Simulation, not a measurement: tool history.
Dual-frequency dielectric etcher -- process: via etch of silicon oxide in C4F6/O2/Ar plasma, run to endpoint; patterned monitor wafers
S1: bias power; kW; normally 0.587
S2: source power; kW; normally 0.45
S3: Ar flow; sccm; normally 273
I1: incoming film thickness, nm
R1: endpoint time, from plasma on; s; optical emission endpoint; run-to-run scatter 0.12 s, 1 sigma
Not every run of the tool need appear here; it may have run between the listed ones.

run,hour,S1,S2,S3,I1,R1
1,0,0.587,0.45,273,83.5,15.8
2,13.4,0.587,0.45,273,82.2,15.4
3,29.2,0.587,0.45,273,82.9,15.5
4,41.2,0.587,0.45,273,83,15.6
5,55.3,0.653,0.45,273,83.5,15.4
6,64.8,0.587,0.51,273,83.1,14.9
7,81.8,0.587,0.51,273,82.4,15
8,97,0.587,0.51,273,82.7,14.9
# hour 113.8: Ar flow controller replaced
# hour 121.3: bias power generator calibrated
# hour 128: wet clean of the chamber
9,128.5,0.587,0.45,249,83.3,16.1
10,128.8,0.587,0.45,249,83.1,16.3
11,132.6,0.587,0.45,249,82.9,16.1
12,138.7,0.587,0.45,273,82.3,16
13,147.7,0.587,0.45,273,83.4,16.3
14,155,0.587,0.45,229,83.5,16
# hour 186.9: wet clean of the chamber, repeated, since the last time left the tool worse
15,187.4,0.587,0.45,273,83.5,15.4
16,187.7,0.542,0.45,336,82.2,15.9
# hour 214.7: upper electrode replaced
17,215.2,0.522,0.5,320,83.1,15.7
18,215.5,0.484,0.52,220,82.7,14.9
19,215.8,0.659,0.45,227,82.5,14.1
20,220.1,0.457,0.55,273,82.8,15.4
21,230.1,0.587,0.49,219,81.9,14.3
# hour 242.2: source power generator calibrated
22,244,0.587,0.45,229,83,14.9
23,260.4,0.488,0.45,273,82.7,16.4
24,301,0.587,0.49,324,82.3,15.3
25,312.2,0.587,0.45,273,82.3,15.2

Forecast each of these 5 alternatives for the next run:
A,312.6,0.587,0.45,273,82.8,?
B,312.6,0.587,0.45,218,82.8,?
C,312.6,0.716,0.42,273,82.8,?
D,312.6,0.587,0.55,273,82.8,?
E,312.6,0.71,0.45,245,82.8,?

run,R1
A,15.4
B,14.9
C,14.8
D,14.4
E,14.3
With no hidden state in the tool, these same runs would have given:
run,R1
A,15.3
B,14.8
C,14.7
D,14.3
E,14.2

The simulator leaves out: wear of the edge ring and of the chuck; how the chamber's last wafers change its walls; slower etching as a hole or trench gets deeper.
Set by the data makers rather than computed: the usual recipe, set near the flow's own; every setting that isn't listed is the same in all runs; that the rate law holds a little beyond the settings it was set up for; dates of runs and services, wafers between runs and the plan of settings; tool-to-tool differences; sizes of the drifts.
